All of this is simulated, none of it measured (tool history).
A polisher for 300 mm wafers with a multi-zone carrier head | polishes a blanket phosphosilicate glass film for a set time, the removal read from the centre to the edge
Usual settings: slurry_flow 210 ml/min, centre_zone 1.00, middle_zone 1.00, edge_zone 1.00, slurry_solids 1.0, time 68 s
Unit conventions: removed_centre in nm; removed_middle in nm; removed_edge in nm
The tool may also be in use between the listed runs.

run,hour,slurry_flow,centre_zone,middle_zone,edge_zone,slurry_solids,time,"incoming thickness of the incoming film, nm",removed_centre,removed_middle,removed_edge
1,0.0,210,1.00,1.00,1.00,1.0,68,3033.5,434.2,465.4,460.4
2,42.7,210,1.00,1.00,1.00,1.0,68,3046.7,425.1,458.4,459.6
# hour 57.0: worn pad replaced by a new one
3,94.6,210,1.00,1.00,1.00,1.0,68,3087.6,441.5,473.6,457.5
4,148.9,210,1.00,1.00,1.00,1.0,68,3003.8,431.7,459.4,455.3
5,211.9,210,1.00,1.00,1.00,1.0,68,3059.9,423.7,452.8,454.0
# hour 233.1: worn pad replaced by a new one
6,243.6,210,1.00,1.00,1.04,1.0,68,3096.3,434.5,468.1,466.0
# hour 271.9: carrier head's membrane replaced by a new one
7,278.5,210,1.00,1.00,1.04,1.0,68,3025.7,429.1,464.9,464.0
8,315.0,210,1.00,1.00,1.00,1.0,68,3068.1,426.3,454.0,440.5
9,373.4,210,1.00,1.00,1.00,1.0,68,3040.7,417.5,446.9,440.3
# hour 387.0: worn pad replaced by a new one
# hour 392.9: edge zone pressure recalibrated
10,402.1,245,1.00,1.00,1.00,1.2,53,3034.2,390.9,420.6,413.7
# hour 406.9: slurry nozzle cleaned
# hour 421.5: centre zone pressure recalibrated
11,429.1,210,1.00,0.90,0.89,0.7,68,3061.4,301.8,297.1,302.4
12,484.6,210,1.00,1.00,1.00,1.0,68,3074.4,439.9,474.6,462.9
# hour 532.1: worn pad replaced by a new one
13,553.1,160,1.00,0.90,1.00,1.0,68,3059.7,423.4,422.1,452.9
14,612.6,230,1.06,1.07,1.00,1.0,54,3054.6,369.2,403.3,372.0
# hour 671.3: worn pad replaced by a new one
15,682.0,235,1.06,1.11,1.08,1.0,68,3040.8,484.6,529.1,500.8
16,739.0,210,1.03,1.00,1.00,1.0,68,3065.3,452.6,467.7,457.5
17,772.6,210,1.00,1.04,0.91,1.0,68,3024.7,429.5,481.6,433.2
18,798.0,210,1.00,1.00,1.00,1.0,68,3025.0,421.5,460.5,456.2

Exercise: give the hidden state of the tool at every run:
deviation of the centre zone's pressure from its setpoint, %: 0 on each run
deviation of the edge zone's pressure from its setpoint, %: 0 on each run
H1: removal rate lost through wear of the pad, %
H2: slurry flow missing at the pad, %
run,H1,H2
1,3.6,9.77
2,4.83,11.1
3,1.19,12.8
4,2.75,14.6
5,4.56,16.6
6,1.49,17.6
7,2.5,18.8
8,3.55,19.9
9,5.23,21.8
10,0.712,22.7
11,1.49,3.35
12,3.09,5.14
13,0.708,7.35
14,2.42,9.27
15,0.715,11.5
16,2.36,13.3
17,3.32,14.4
18,4.05,15.2

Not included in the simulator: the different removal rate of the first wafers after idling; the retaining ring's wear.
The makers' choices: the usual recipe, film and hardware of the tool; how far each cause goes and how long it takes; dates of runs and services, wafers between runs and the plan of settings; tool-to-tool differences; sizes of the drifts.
